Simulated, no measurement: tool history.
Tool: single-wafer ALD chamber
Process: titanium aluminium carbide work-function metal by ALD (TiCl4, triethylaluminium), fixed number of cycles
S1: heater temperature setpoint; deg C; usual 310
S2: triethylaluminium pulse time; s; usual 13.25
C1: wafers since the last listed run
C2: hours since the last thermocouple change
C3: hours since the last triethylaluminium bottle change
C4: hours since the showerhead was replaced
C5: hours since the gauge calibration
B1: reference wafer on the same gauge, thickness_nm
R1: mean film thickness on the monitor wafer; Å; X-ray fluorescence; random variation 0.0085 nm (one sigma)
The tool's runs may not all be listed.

| run | hour | S1 | S2 | C1 | C2 | C3 | C4 | C5 | B1 | R1 |
|---|---|---|---|---|---|---|---|---|---|---|
| 1 | 0 | 310 | 13.25 | 0 | 749.7 | 249.3 | 2527.7 | 2903.7 | 2.858 | 24.05 |
| 2 | 57.7 | 318 | 13.25 | 417 | 807.4 | 307 | 2585.4 | 2961.4 | 2.859 | 24.84 |
| 3 | 164.2 | 318 | 13.25 | 771 | 913.9 | 413.5 | 2691.9 | 3067.9 | 2.857 | 24.81 |
| 4 | 238.4 | 310 | 13.25 | 537 | 988.1 | 487.7 | 2766.1 | 3142.1 | 2.858 | 23.9 |
| 5 | 363.9 | 310 | 13.25 | 908 | 1113.6 | 613.2 | 2891.6 | 3267.6 | 2.856 | 23.79 |
|  | 445.5 | thermocouple changed; heater temperature recalibrated |
| 6 | 454.4 | 310 | 13.25 | 597 | 8.9 | 703.7 | 2982.1 | 3358.1 | 2.859 | 23.77 |
| 7 | 557.6 | 310 | 14.78 | 747 | 112.1 | 806.9 | 3085.3 | 3461.3 | 2.86 | 23.92 |
| 8 | 596.7 | 310 | 14.78 | 283 | 151.2 | 846 | 3124.4 | 3500.4 | 2.859 | 23.96 |
| 9 | 659.5 | 310 | 15.8 | 454 | 214 | 908.8 | 3187.2 | 3563.2 | 2.862 | 23.96 |
| 10 | 699.8 | 310 | 13.25 | 291 | 254.3 | 949.1 | 3227.5 | 3603.5 | 2.861 | 23.7 |
|  | 805.3 | showerhead replaced |
| 11 | 807.4 | 310 | 13.25 | 721 | 361.9 | 1056.7 | 2.1 | 3711.1 | 2.86 | 23.62 |
| 12 | 848.2 | 310 | 14.77 | 295 | 402.7 | 1097.5 | 42.9 | 3751.9 | 2.86 | 23.85 |
| 13 | 944.2 | 324 | 16.87 | 695 | 498.7 | 1193.5 | 138.9 | 3847.9 | 2.86 | 25.48 |
|  | 1058.4 | triethylaluminium bottle replaced |
| 14 | 1219.8 | 324 | 16.87 | 1937 | 774.3 | 161.4 | 414.5 | 4123.5 | 2.857 | 25.87 |
| 15 | 1285.8 | 323 | 13.25 | 477 | 840.3 | 227.4 | 480.5 | 4189.5 | 2.855 | 25.45 |
| 16 | 1365.2 | 310 | 13.25 | 574 | 919.7 | 306.8 | 559.9 | 4268.9 | 2.86 | 24.2 |
| 17 | 1409.6 | 310 | 13.25 | 321 | 964.1 | 351.2 | 604.3 | 4313.3 | 2.863 | 23.99 |
|  | 1475.5 | gauge calibrated |
| 18 | 1485.5 | 321 | 9.73 | 549 | 1040 | 427.1 | 680.2 | 10 | 2.86 | 24.58 |
| 19 | 1587.4 | 310 | 11.62 | 737 | 1141.9 | 529 | 782.1 | 111.9 | 2.86 | 23.75 |
| 20 | 1668.8 | 324 | 17.57 | 589 | 1223.3 | 610.4 | 863.5 | 193.3 | 2.856 | 25.69 |
| 21 | 1744.4 | 318 | 8.55 | 547 | 1298.9 | 686 | 939.1 | 268.9 | 2.858 | 24.04 |
|  | 1833.6 | thermocouple changed; heater temperature recalibrated |
| 22 | 1839.4 | 304 | 10.24 | 629 | 5.8 | 781 | 1034.1 | 363.9 | 2.859 | 22.75 |
| 23 | 2069 | 310 | 13.25 | 1662 | 235.4 | 1010.6 | 1263.7 | 593.5 | 2.862 | 23.59 |
| 24 | 2170.7 | 301 | 18.32 | 736 | 337.1 | 1112.3 | 1365.4 | 695.2 | 2.856 | 23.17 |
|  | 2265.1 | triethylaluminium bottle replaced |
| 25 | 2266.9 | 316 | 15.37 | 638 | 433.3 | 1.8 | 1461.6 | 791.4 | 2.858 | 24.84 |
| 26 | 2318.6 | 310 | 16.67 | 374 | 485 | 53.5 | 1513.3 | 843.1 | 2.863 | 24.25 |
| 27 | 2402.5 | 310 | 18.53 | 607 | 568.9 | 137.4 | 1597.2 | 927 | 2.859 | 24.24 |
| 28 | 2551.9 | 297 | 8.77 | 1081 | 718.3 | 286.8 | 1746.6 | 1076.4 | 2.857 | 22.06 |
| 29 | 2589.1 | 295 | 15.53 | 269 | 755.5 | 324 | 1783.8 | 1113.6 | 2.859 | 22.5 |
| 30 | 2642.5 | 324 | 16.48 | 386 | 808.9 | 377.4 | 1837.2 | 1167 | 2.861 | 25.62 |
| 31 | 2683.1 | 310 | 13.25 | 293 | 849.5 | 418 | 1877.8 | 1207.6 | 2.863 | 23.85 |
| 32 | 2778.7 | 324 | 8.75 | 692 | 945.1 | 513.6 | 1973.4 | 1303.2 | 2.859 | 24.86 |

5 ways to go on from here, each from the tool as it stands after run 32. What would each give?
| A | 2779.1 | 310 | 11.6 | 2 | 945.5 | 514 | 1973.8 | 1303.6 | ? | ? |
| B | 2779.1 | 315 | 14.59 | 2 | 945.5 | 514 | 1973.8 | 1303.6 | ? | ? |
| C | 2779.1 | 316 | 16.93 | 2 | 945.5 | 514 | 1973.8 | 1303.6 | ? | ? |
| D | 2779.1 | 323 | 15.36 | 2 | 945.5 | 514 | 1973.8 | 1303.6 | ? | ? |
| E | 2779.1 | 317 | 10.95 | 2 | 945.5 | 514 | 1973.8 | 1303.6 | ? | ? |

| run | B1 | R1 |
|---|---|---|
| A | 2.859 | 23.91 |
| B | 2.859 | 24.72 |
| C | 2.859 | 24.95 |
| D | 2.859 | 25.68 |
| E | 2.859 | 24.61 |
Without the tool's hidden state the same runs would have given:
| run | R1 |
|---|---|
| A | 24.1 |
| B | 24.85 |
| C | 25.04 |
| D | 25.79 |
| E | 24.83 |
